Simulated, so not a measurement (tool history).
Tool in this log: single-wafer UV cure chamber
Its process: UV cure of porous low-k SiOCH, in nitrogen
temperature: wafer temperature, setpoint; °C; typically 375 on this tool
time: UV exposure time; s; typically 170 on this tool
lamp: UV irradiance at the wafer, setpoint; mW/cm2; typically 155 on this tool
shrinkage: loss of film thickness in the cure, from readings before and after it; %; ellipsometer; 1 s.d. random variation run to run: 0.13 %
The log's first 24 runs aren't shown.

run     day  temperature  time  lamp  shrinkage
 25   24.55          375   170   155     13.394
 26  25.346          375    70   155      8.929
 27   26.35          394   170   155     13.642
 28   27.55          393    80   155      9.632
     28.138  -- UV bulbs replaced
 29  28.754          384   170   155     12.764
 30  29.371          360    80   155      8.848
     29.783  -- quartz window cleaned
 31  30.754          387   170   188     14.583
 32  31.496          375   170   155     13.609
 33  32.796          375   170   155     13.459
 34  34.296          367    95   123      9.031
 35  35.738          355   235   155     13.968
 36  36.762          363   170   155     12.484
 37  37.646          368   145   185     12.572
 38  38.342          364   260   122     13.168
 39  39.083          360   110   181     10.907
     39.562  -- quartz window cleaned
 40  40.117          391    75   184     10.597
 41   40.75          375   220   155     14.953
 42  41.808          360   170   182     13.847
 43  42.783          375   170   155     13.393
 44  44.212          381   125   140     11.148
 45  45.688          383   130   155     11.591

Consider 3 possible next runs. They are alternatives, not a sequence: every one starts from the tool as it was left by run 45. What does each give?
  A  45.708          362   170   155          ?
  B  45.708          375   170   129          ?
  C  45.708          356   120   133          ?

run  shrinkage
  A     12.603
  B     11.964
  C     10.047
Had the tool no hidden state, the same runs would have come out as:
run  shrinkage
  A     13.309
  B     12.658
  C     10.707
